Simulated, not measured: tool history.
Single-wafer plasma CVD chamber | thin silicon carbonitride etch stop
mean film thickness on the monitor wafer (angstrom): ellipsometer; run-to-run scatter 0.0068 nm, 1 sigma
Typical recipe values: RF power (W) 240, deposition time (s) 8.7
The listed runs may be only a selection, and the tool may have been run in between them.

run,hour,RF power (W),deposition time (s),"read-back reference wafer on the same gauge, thickness_nm",mean film thickness on the monitor wafer (angstrom)
1,0,205,8.7,5.351,43.05
2,23.9,205,8.7,5.352,43.06
# hour 34.1: gauge calibrated
3,36.4,240,7.57,5.352,38.93
4,70,240,7.57,5.352,39
5,98.8,240,7.57,5.347,39
6,132.8,240,8.7,5.35,44.82
# hour 170.1: RF generator calibrated
7,170.6,240,8.7,5.35,44.25
8,184.1,240,8.7,5.349,44.3
9,213.1,240,8.7,5.353,44.46
10,245.2,240,8.7,5.35,44.32
# hour 258: RF generator calibrated, repeated, since the last time left the tool worse
11,277.3,200,8.08,5.353,40.35
# hour 291.5: thermocouple changed; heater temperature recalibrated
12,303.9,225,7.99,5.349,41.12
# hour 329.8: showerhead replaced
13,379,210,10.14,5.351,51.28
# hour 392: gauge calibrated
14,397.3,240,8.7,5.349,45.59
15,419.8,240,8.7,5.347,45.6
16,449.4,240,8.7,5.349,45.49
17,480.4,215,8.19,5.35,41.64
18,493.3,225,8.23,5.352,42.27
19,522.8,195,7.36,5.347,36.49
20,556.5,205,8.7,5.352,43.51

Branching from run 20: 3 alternative next runs. What would each branch give?
A,556.9,240,8.7,?,?
B,556.9,195,9.64,?,?
C,556.9,285,7.77,?,?

run,"read-back reference wafer on the same gauge, thickness_nm",mean film thickness on the monitor wafer (angstrom)
A,5.35,45.5
B,5.35,47.79
C,5.35,42.52
What these runs would have given with no unlogged condition in the tool:
run,mean film thickness on the monitor wafer (angstrom)
A,45.67
B,47.98
C,42.68
